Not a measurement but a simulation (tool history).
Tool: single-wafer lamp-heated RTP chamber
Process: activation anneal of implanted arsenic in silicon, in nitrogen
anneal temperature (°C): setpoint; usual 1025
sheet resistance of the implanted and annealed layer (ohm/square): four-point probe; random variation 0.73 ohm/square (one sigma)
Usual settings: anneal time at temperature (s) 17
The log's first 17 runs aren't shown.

run	day	anneal temperature (°C)	anneal time at temperature (s)	read-back reference wafer on the same gauge, sheet resistance	sheet resistance of the implanted and annealed layer (ohm/square)
18	30.517	1040	25	577.04	478.61
# day 32.579: pyrometer window cleaned and pyrometer calibrated
19	33.079	1047	21	577.11	478.89
20	34.842	1044	25	577.09	479.28
21	37.483	1025	17	577.10	483.39
22	40.167	1025	17	577.05	484.89
# day 40.662: reflector plate cleaned
23	42.817	1052	13	577.09	482.24
24	45.658	1047	12	576.94	483.00
# day 46.142: pyrometer window cleaned and pyrometer calibrated
25	48.521	996	26	577.07	483.90
26	49.942	1050	24	577.04	477.03
27	52.138	1016	23	577.05	482.79
# day 52.867: reflector plate cleaned
28	53.521	1033	17	576.94	483.57
29	55.612	1006	13	577.12	486.58
# day 57.192: pyrometer window cleaned and pyrometer calibrated
30	57.721	1005	11	576.89	487.72
31	59.638	1025	17	577.08	484.97
32	61.383	1000	10	576.87	487.81
33	62.738	1011	9	577.12	488.04

Forecast each of these 5 alternatives for the next run:
A	62.754	1025	17	?	?
B	62.754	1042	17	?	?
C	62.754	1053	20	?	?
D	62.754	1002	25	?	?
E	62.754	1041	9	?	?

run	read-back reference wafer on the same gauge, sheet resistance	sheet resistance of the implanted and annealed layer (ohm/square)
A	577.00	483.89
B	577.00	481.72
C	577.00	478.78
D	577.00	484.47
E	577.00	485.44
Without the tool's hidden state the same runs would have given:
run	sheet resistance of the implanted and annealed layer (ohm/square)
A	483.89
B	481.72
C	478.78
D	484.47
E	485.44
